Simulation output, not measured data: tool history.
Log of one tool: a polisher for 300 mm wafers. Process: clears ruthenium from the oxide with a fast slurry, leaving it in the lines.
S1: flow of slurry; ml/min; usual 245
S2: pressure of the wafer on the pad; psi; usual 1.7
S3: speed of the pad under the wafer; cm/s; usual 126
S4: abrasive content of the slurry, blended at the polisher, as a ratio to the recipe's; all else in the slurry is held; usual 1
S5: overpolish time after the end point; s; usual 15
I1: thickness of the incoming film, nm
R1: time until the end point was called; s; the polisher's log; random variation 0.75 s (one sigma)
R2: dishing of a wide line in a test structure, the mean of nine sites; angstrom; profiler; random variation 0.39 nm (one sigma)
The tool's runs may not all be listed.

run     day   S1   S2   S3    S4  S5     I1    R1   R2
  1       0  245  1.7  126     1  15  187.9  65.1  335
  2   0.958  245  1.7  126     1  15  186.9  64.6  339
      2.379  -- worn pad replaced by a new one
  3   4.612  245  1.7  126     1  15  192.7  62.7  354
  4   5.329  195  1.7  126     1  15  192.4  65.1  341
  5   6.138  245  1.7  152     1  15  190.2  52.6  409
  6   7.058  245  1.2  126     1  15  190.3  92.2  248
      7.608  -- slurry nozzle cleaned
  7   7.629  245  1.2  126     1  15  189.9  89.8  248
  8   8.683  245  1.7  158     1  15  186.6  50.6  429
       8.95  -- head pressure recalibrated
      9.754  -- slurry blender recalibrated
  9  10.121  245  1.7  126     1  15  189.9  71.6  301
     10.929  -- worn pad replaced by a new one
 10  11.379  245  2.1   94     1  15    194  72.8  312
 11  12.758  245  1.7  126     1  15  189.8    67  328
 12  13.425  275  2.1  126     1  15  191.1  55.8  394
 13  14.642  245  1.7  126   0.9  15    191  74.4  302
 14  15.429  305  2.1  148  1.15  15  188.6  44.5  477
 15  16.212  290  1.7   88     1  15  189.6  98.9  230
 16  17.158  245  1.4  126  0.85  15  189.7  91.3  243
 17   17.85  245  2.2  108     1  15  192.6  65.6  345
     18.425  -- worn pad replaced by a new one
 18    19.1  245  1.7  126     1  15  188.2  63.8  346

4 ways to go on from here, each from the tool as it stands after run 18. What would each give?
  A  19.117  245  1.7  126   1  15  193   ?   ?
  B  19.117  245  2.2  126   1  15  193   ?   ?
  C  19.117  195  1.7  126   1   9  193   ?   ?
  D  19.117  185  1.5  126   1  20  193   ?   ?

run    R1   R2
  A  65.8  343
  B  50.9  434
  C  67.9  206
  D  77.6  384
Without the tool's hidden state the same runs would have given:
run    R1   R2
  A  64.5  349
  B  49.9  442
  C  66.6  210
  D  76.1  391
